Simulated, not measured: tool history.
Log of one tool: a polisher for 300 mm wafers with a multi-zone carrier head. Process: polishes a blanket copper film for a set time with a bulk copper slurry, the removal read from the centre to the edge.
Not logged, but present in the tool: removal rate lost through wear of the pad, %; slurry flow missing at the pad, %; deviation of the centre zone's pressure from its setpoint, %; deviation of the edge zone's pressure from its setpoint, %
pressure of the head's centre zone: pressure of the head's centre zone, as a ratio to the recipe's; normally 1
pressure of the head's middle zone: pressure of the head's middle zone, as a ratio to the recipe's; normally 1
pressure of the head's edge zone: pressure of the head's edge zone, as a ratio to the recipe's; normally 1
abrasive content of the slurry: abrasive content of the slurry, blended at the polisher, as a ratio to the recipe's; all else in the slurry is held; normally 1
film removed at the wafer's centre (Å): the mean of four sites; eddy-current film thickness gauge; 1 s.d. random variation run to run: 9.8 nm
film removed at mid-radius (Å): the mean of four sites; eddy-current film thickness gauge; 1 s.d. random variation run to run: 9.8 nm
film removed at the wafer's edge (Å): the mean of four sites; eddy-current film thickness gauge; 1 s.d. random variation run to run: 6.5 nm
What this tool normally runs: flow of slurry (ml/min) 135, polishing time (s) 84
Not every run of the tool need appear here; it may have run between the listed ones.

run,hour,flow of slurry (ml/min),pressure of the head's centre zone,pressure of the head's middle zone,pressure of the head's edge zone,abrasive content of the slurry,polishing time (s),wafers since the last listed run,wafers polished on this pad,hours since the slurry nozzle was cleaned,hours since the centre zone pressure was calibrated,hours since the edge zone pressure was calibrated,hours since the carrier head's membrane was replaced,"incoming thickness of the incoming film, nm",film removed at the wafer's centre (Å),film removed at mid-radius (Å),film removed at the wafer's edge (Å)
1,0,135,1,1,1,1,84,0,1338,92.9,418.4,261,1313.9,3184.8,8628,8591,8504
2,39.9,135,1,1,1,1,84,537,1875,132.8,458.3,300.9,1353.8,3289.9,8340,8503,8585
# hour 105.1: worn pad replaced by a new one
3,105.6,105,1,1,1,1,84,831,6,198.5,524,366.6,1419.5,3230.6,7750,7887,8258
4,144.3,105,1,1,1,1,84,521,528,237.2,562.7,405.3,1458.2,3209.7,7674,7773,8140
5,188.6,105,1,1,1,1,84,596,1124,281.5,607,449.6,1502.5,3161.6,7507,7799,8133
6,232.6,135,1,1,1,1.2,84,592,1717,325.5,651,493.6,1546.5,3260.1,8585,8537,8748
7,268.7,135,1,1,1,0.85,84,486,2203,361.6,687.1,529.7,1582.6,3238.3,7937,8137,8166
8,326.1,135,1,1,1,1,84,773,2977,419,744.5,587.1,1640,3200.5,8113,8071,8380
# hour 334.3: worn pad replaced by a new one
9,364,135,1,1,0.89,1.2,106,456,399,456.9,782.4,625,1677.9,3215.4,10689,10738,10274
10,393.8,135,1,1,1,1,84,401,800,486.7,812.2,654.8,1707.7,3221.2,7989,8062,8305
11,429.9,135,0.93,1.04,1,1.1,84,486,1287,522.8,848.3,690.9,1743.8,3178.9,7464,8510,8232
12,462,160,1,1,1,1,84,432,1719,554.9,880.4,723,1775.9,3238.9,8045,8437,8375
13,503.3,170,0.95,1,1,1,84,556,2276,596.2,921.7,764.3,1817.2,3290.1,7827,8379,8397
14,533.7,135,1,1,1,0.85,84,409,2685,626.6,952.1,794.7,1847.6,3176.8,7199,7367,7754
# hour 567.5: edge zone pressure recalibrated
# hour 576: worn pad replaced by a new one
15,590.5,135,1,1.05,1.1,1,84,684,195,683.4,1008.9,23,1904.4,3178.5,7315,7628,7985
# hour 610.8: centre zone pressure recalibrated
# hour 632.4: carrier head's membrane replaced by a new one
16,632.9,135,1.06,1.11,1,1.1,101,476,672,725.8,22.1,65.4,0.5,3244.9,8973,9354,9363
# hour 673.2: slurry nozzle cleaned
17,689.1,160,1,1,1,1,84,743,1416,15.9,78.3,121.6,56.7,3235.9,8720,9116,8940

Forecast run 18:
18,756,135,1,1,1,1,84,901,2317,82.8,145.2,188.5,123.6,3195.5,?,?,?

Run 18 produced film removed at the wafer's centre (Å) 8554, film removed at mid-radius (Å) 8639, film removed at the wafer's edge (Å) 8588.
Take away the tool's hidden state, keep the run-to-run variation as it was, and the same run would have given film removed at the wafer's centre (Å) 8574, film removed at mid-radius (Å) 8656, film removed at the wafer's edge (Å) 8600.
